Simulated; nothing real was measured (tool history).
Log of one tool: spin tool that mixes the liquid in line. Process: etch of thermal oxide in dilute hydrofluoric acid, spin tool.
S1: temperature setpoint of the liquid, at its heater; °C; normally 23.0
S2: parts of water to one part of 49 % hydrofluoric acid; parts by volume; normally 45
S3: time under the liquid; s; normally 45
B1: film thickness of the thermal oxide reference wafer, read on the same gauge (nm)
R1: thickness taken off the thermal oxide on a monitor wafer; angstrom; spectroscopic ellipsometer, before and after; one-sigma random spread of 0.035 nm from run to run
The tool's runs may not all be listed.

Run 1, hour 0.0: usual settings but S1 24.5 °C; B1 79.976. Result: R1 44.76 angstrom.
Run 2, hour 38.7: usual settings; B1 80.036. Result: R1 42.10 angstrom.
Run 3, hour 66.0: usual settings; B1 79.971. Result: R1 43.15 angstrom.
Run 4, hour 155.9: usual settings but S3 55 s; B1 80.023. Result: R1 51.87 angstrom.
Run 5, hour 184.6: usual settings but S3 55 s; B1 79.997. Result: R1 52.49 angstrom.
Run 6, hour 246.8: usual settings; B1 80.016. Result: R1 42.83 angstrom.
Run 7, hour 275.5: usual settings but S2 50 parts by volume, S3 65 s; B1 80.014. Result: R1 55.87 angstrom.
Run 8, hour 324.0: usual settings but S2 50 parts by volume, S3 65 s; B1 80.004. Result: R1 55.18 angstrom.
Run 9, hour 353.0: usual settings but S2 50 parts by volume, S3 65 s; B1 80.008. Result: R1 55.29 angstrom.
Run 10, hour 392.0: usual settings; B1 80.008. Result: R1 44.08 angstrom.
Run 11, hour 416.2: usual settings; B1 80.056. Result: R1 43.19 angstrom.
At hour 476.3: gauge calibrated.
Run 12, hour 601.3: usual settings but S2 30 parts by volume; B1 79.984. Result: R1 66.48 angstrom.
Run 13, hour 640.4: usual settings but S2 25 parts by volume; B1 80.024. Result: R1 80.36 angstrom.
Run 14, hour 678.0: usual settings but S1 25.5 °C, S2 65 parts by volume; B1 80.014. Result: R1 33.25 angstrom.
At hour 688.4: thermometer replaced.
Run 15, hour 770.7: usual settings but S1 19.0 °C, S2 55 parts by volume, S3 25 s; B1 80.034. Result: R1 16.56 angstrom.
Run 16, hour 798.7: usual settings but S1 21.0 °C, S2 30 parts by volume, S3 30 s; B1 80.019. Result: R1 41.73 angstrom.
Run 17, hour 851.3: usual settings but S2 30 parts by volume; B1 79.982. Result: R1 66.58 angstrom.
Run 18, hour 921.7: usual settings but S1 18.0 °C; B1 80.053. Result: R1 35.90 angstrom.
At hour 965.5: hydrofluoric acid flow meter replaced.
Run 19, hour 967.5: usual settings but S1 24.5 °C, S2 60 parts by volume, S3 35 s; B1 79.996. Result: R1 28.47 angstrom.
Run 20, hour 1006.7: usual settings but S1 26.0 °C, S2 35 parts by volume, S3 60 s; B1 79.944. Result: R1 91.53 angstrom.
Run 21, hour 1054.4: usual settings but S1 27.0 °C, S2 50 parts by volume, S3 60 s; B1 79.988. Result: R1 65.74 angstrom.
Run 22, hour 1090.2: usual settings; B1 80.001. Result: R1 46.51 angstrom.
Run 23, hour 1142.9: usual settings; B1 79.951. Result: R1 47.29 angstrom.
Run 24, hour 1205.5: usual settings but S1 24.5 °C; B1 80.046. Result: R1 49.95 angstrom.
Run 25, hour 1253.0: usual settings; B1 80.045. Result: R1 46.65 angstrom.
Run 26, hour 1313.3: usual settings; B1 79.998. Result: R1 47.02 angstrom.
Run 27, hour 1385.0: usual settings; B1 79.982. Result: R1 48.10 angstrom.
Run 28, hour 1434.3: usual settings; B1 80.012. Result: R1 46.53 angstrom.
At hour 1467.6: hydrofluoric acid flow meter replaced, repeated, since the last time left the tool worse.
Run 29, hour 1492.7: usual settings but S3 25 s; B1 80.006. Result: R1 22.72 angstrom.
Run 30, hour 1532.3: usual settings but S2 60 parts by volume, S3 20 s; B1 80.045. Result: R1 13.46 angstrom.
Run 31, hour 1585.9: usual settings but S2 25 parts by volume; B1 80.009. Result: R1 76.54 angstrom.
Run 32, hour 1629.6: usual settings but S1 19.0 °C, S2 35 parts by volume, S3 40 s; B1 80.021. Result: R1 41.07 angstrom.
Run 33, hour 1680.7: usual settings; B1 80.000. Result: R1 41.74 angstrom.
Run 34, hour 1709.5: usual settings but S2 40 parts by volume, S3 25 s; B1 79.955. Result: R1 26.37 angstrom.
Run 35, hour 1756.4: usual settings but S1 21.0 °C; B1 79.982. Result: R1 38.91 angstrom.

List, for all runs, the conditions of the tool that the log does not record:
liquid hotter than its thermometer reads (K): 0 on each run
gauge reads high (%): 0 on each run
H1: hydrofluoric acid flow above the setpoint (%)
run     H1
  1   3.38
  2   3.57
  3    3.7
  4   4.14
  5   4.28
  6   4.58
  7   4.73
  8   4.96
  9    5.1
 10    5.3
 11   5.41
 12   6.32
 13   6.51
 14    6.7
 15   7.15
 16   7.29
 17   7.54
 18   7.89
 19   13.2
 20   13.4
 21   13.6
 22   13.8
 23   14.1
 24   14.4
 25   14.6
 26   14.9
 27   15.2
 28   15.5
 29  0.898
 30   1.09
 31   1.35
 32   1.57
 33   1.82
 34   1.96
 35   2.19

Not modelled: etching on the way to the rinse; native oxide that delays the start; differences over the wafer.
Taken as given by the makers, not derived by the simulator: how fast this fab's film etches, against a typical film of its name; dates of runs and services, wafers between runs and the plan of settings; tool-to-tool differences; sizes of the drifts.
